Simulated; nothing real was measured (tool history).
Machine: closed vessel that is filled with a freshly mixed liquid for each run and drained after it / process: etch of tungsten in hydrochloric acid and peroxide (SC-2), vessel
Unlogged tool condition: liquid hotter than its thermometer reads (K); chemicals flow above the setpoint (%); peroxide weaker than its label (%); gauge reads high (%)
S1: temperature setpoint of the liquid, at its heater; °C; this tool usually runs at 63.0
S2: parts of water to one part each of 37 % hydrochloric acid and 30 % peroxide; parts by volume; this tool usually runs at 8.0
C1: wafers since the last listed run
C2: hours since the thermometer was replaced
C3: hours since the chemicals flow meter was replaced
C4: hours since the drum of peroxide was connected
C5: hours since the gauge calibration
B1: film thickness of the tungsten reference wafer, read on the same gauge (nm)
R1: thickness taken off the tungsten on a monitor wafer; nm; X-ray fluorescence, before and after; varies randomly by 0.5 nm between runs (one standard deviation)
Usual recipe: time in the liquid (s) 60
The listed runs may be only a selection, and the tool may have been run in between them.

{"run": 1, "hour": 0.0, "S1": 63.0, "S2": 8.0, "time in the liquid (s)": 60, "C1": 0, "C2": 781.0, "C3": 1246.9, "C4": 675.8, "C5": 333.9, "B1": 110.0, "R1": 51.33}
{"run": 2, "hour": 16.4, "S1": 63.0, "S2": 8.0, "time in the liquid (s)": 60, "C1": 1677, "C2": 797.4, "C3": 1263.3, "C4": 692.2, "C5": 350.3, "B1": 110.0, "R1": 53.04}
{"run": 3, "hour": 35.7, "S1": 63.0, "S2": 8.0, "time in the liquid (s)": 60, "C1": 1973, "C2": 816.7, "C3": 1282.6, "C4": 711.5, "C5": 369.6, "B1": 109.98, "R1": 52.01}
{"run": 4, "hour": 53.6, "S1": 63.0, "S2": 8.0, "time in the liquid (s)": 60, "C1": 1830, "C2": 834.6, "C3": 1300.5, "C4": 729.4, "C5": 387.5, "B1": 110.04, "R1": 52.5}
{"run": 5, "hour": 88.1, "S1": 63.0, "S2": 8.0, "time in the liquid (s)": 60, "C1": 3528, "C2": 869.1, "C3": 1335.0, "C4": 763.9, "C5": 422.0, "B1": 109.97, "R1": 51.6}
{"run": 6, "hour": 104.6, "S1": 63.0, "S2": 8.0, "time in the liquid (s)": 60, "C1": 1687, "C2": 885.6, "C3": 1351.5, "C4": 780.4, "C5": 438.5, "B1": 110.01, "R1": 52.59}
{"run": 7, "hour": 117.5, "S1": 63.0, "S2": 6.5, "time in the liquid (s)": 60, "C1": 1319, "C2": 898.5, "C3": 1364.4, "C4": 793.3, "C5": 451.4, "B1": 110.02, "R1": 61.25}
{"run": 8, "hour": 134.8, "S1": 63.0, "S2": 6.5, "time in the liquid (s)": 60, "C1": 1769, "C2": 915.8, "C3": 1381.7, "C4": 810.6, "C5": 468.7, "B1": 109.97, "R1": 61.2}
{"run": 9, "hour": 162.5, "S1": 63.0, "S2": 8.0, "time in the liquid (s)": 40, "C1": 2833, "C2": 943.5, "C3": 1409.4, "C4": 838.3, "C5": 496.4, "B1": 109.97, "R1": 34.7}
{"run": 10, "hour": 190.6, "S1": 63.0, "S2": 8.0, "time in the liquid (s)": 60, "C1": 2874, "C2": 971.6, "C3": 1437.5, "C4": 866.4, "C5": 524.5, "B1": 110.01, "R1": 52.18}
{"hour": 217.0, "done": "new drum of peroxide connected"}
{"run": 11, "hour": 221.9, "S1": 63.0, "S2": 8.0, "time in the liquid (s)": 60, "C1": 3099, "C2": 1002.9, "C3": 1468.8, "C4": 4.9, "C5": 555.8, "B1": 109.99, "R1": 51.12}
{"run": 12, "hour": 254.3, "S1": 63.0, "S2": 8.0, "time in the liquid (s)": 60, "C1": 3313, "C2": 1035.3, "C3": 1501.2, "C4": 37.3, "C5": 588.2, "B1": 110.03, "R1": 50.83}
{"hour": 268.0, "done": "chemicals flow meter replaced"}
{"run": 13, "hour": 290.1, "S1": 69.5, "S2": 9.5, "time in the liquid (s)": 60, "C1": 3559, "C2": 1071.1, "C3": 22.1, "C4": 73.1, "C5": 624.0, "B1": 109.96, "R1": 67.06}
{"run": 14, "hour": 323.9, "S1": 63.0, "S2": 8.0, "time in the liquid (s)": 35, "C1": 3456, "C2": 1104.9, "C3": 55.9, "C4": 106.9, "C5": 657.8, "B1": 109.99, "R1": 30.29}
{"run": 15, "hour": 337.7, "S1": 54.0, "S2": 4.5, "time in the liquid (s)": 60, "C1": 1411, "C2": 1118.7, "C3": 69.7, "C4": 120.7, "C5": 671.6, "B1": 109.96, "R1": 44.3}
{"run": 16, "hour": 361.6, "S1": 59.0, "S2": 8.0, "time in the liquid (s)": 70, "C1": 2444, "C2": 1142.6, "C3": 93.6, "C4": 144.6, "C5": 695.5, "B1": 110.0, "R1": 47.37}
{"hour": 370.6, "done": "gauge calibrated"}
{"run": 17, "hour": 391.7, "S1": 63.0, "S2": 6.0, "time in the liquid (s)": 35, "C1": 3078, "C2": 1172.7, "C3": 123.7, "C4": 174.7, "C5": 21.1, "B1": 110.0, "R1": 38.21}
{"run": 18, "hour": 448.3, "S1": 63.0, "S2": 6.5, "time in the liquid (s)": 60, "C1": 5788, "C2": 1229.3, "C3": 180.3, "C4": 231.3, "C5": 77.7, "B1": 110.01, "R1": 61.46}
{"run": 19, "hour": 470.3, "S1": 63.0, "S2": 8.0, "time in the liquid (s)": 60, "C1": 2250, "C2": 1251.3, "C3": 202.3, "C4": 253.3, "C5": 99.7, "B1": 110.03, "R1": 52.57}
{"run": 20, "hour": 498.2, "S1": 71.5, "S2": 8.0, "time in the liquid (s)": 60, "C1": 2853, "C2": 1279.2, "C3": 230.2, "C4": 281.2, "C5": 127.6, "B1": 110.03, "R1": 86.18}
{"hour": 501.3, "done": "thermometer replaced"}
{"run": 21, "hour": 526.0, "S1": 63.0, "S2": 8.0, "time in the liquid (s)": 60, "C1": 2741, "C2": 24.7, "C3": 258.0, "C4": 309.0, "C5": 155.4, "B1": 109.99, "R1": 50.83}
{"run": 22, "hour": 550.3, "S1": 63.0, "S2": 11.0, "time in the liquid (s)": 45, "C1": 2485, "C2": 49.0, "C3": 282.3, "C4": 333.3, "C5": 179.7, "B1": 109.99, "R1": 30.1}
{"run": 23, "hour": 579.8, "S1": 63.0, "S2": 8.0, "time in the liquid (s)": 60, "C1": 3017, "C2": 78.5, "C3": 311.8, "C4": 362.8, "C5": 209.2, "B1": 110.02, "R1": 51.51}
{"run": 24, "hour": 596.0, "S1": 63.0, "S2": 8.0, "time in the liquid (s)": 60, "C1": 1656, "C2": 94.7, "C3": 328.0, "C4": 379.0, "C5": 225.4, "B1": 110.0, "R1": 51.6}
{"run": 25, "hour": 616.2, "S1": 56.5, "S2": 10.0, "time in the liquid (s)": 60, "C1": 2066, "C2": 114.9, "C3": 348.2, "C4": 399.2, "C5": 245.6, "B1": 109.99, "R1": 28.51}
{"run": 26, "hour": 645.3, "S1": 71.0, "S2": 8.0, "time in the liquid (s)": 60, "C1": 2976, "C2": 144.0, "C3": 377.3, "C4": 428.3, "C5": 274.7, "B1": 109.97, "R1": 84.32}

Branching from run 26: 4 alternative next runs. What would each branch give?
{"run": "A", "hour": 646.0, "S1": 67.5, "S2": 8.0, "time in the liquid (s)": 60, "C1": 71, "C2": 144.7, "C3": 378.0, "C4": 429.0, "C5": 275.4, "B1": "?", "R1": "?"}
{"run": "B", "hour": 646.0, "S1": 56.5, "S2": 9.5, "time in the liquid (s)": 45, "C1": 71, "C2": 144.7, "C3": 378.0, "C4": 429.0, "C5": 275.4, "B1": "?", "R1": "?"}
{"run": "C", "hour": 646.0, "S1": 71.5, "S2": 5.0, "time in the liquid (s)": 60, "C1": 71, "C2": 144.7, "C3": 378.0, "C4": 429.0, "C5": 275.4, "B1": "?", "R1": "?"}
{"run": "D", "hour": 646.0, "S1": 69.0, "S2": 11.0, "time in the liquid (s)": 60, "C1": 71, "C2": 144.7, "C3": 378.0, "C4": 429.0, "C5": 275.4, "B1": "?", "R1": "?"}

run=A B1=110.03 R1=68.48
run=B B1=110.03 R1=22.58
run=C B1=110.03 R1=124.01
run=D B1=110.03 R1=57.61
With the hidden condition removed and each run's random variation left untouched, the same runs would have given:
run=A R1=68.48
run=B R1=22.58
run=C R1=124.01
run=D R1=57.61

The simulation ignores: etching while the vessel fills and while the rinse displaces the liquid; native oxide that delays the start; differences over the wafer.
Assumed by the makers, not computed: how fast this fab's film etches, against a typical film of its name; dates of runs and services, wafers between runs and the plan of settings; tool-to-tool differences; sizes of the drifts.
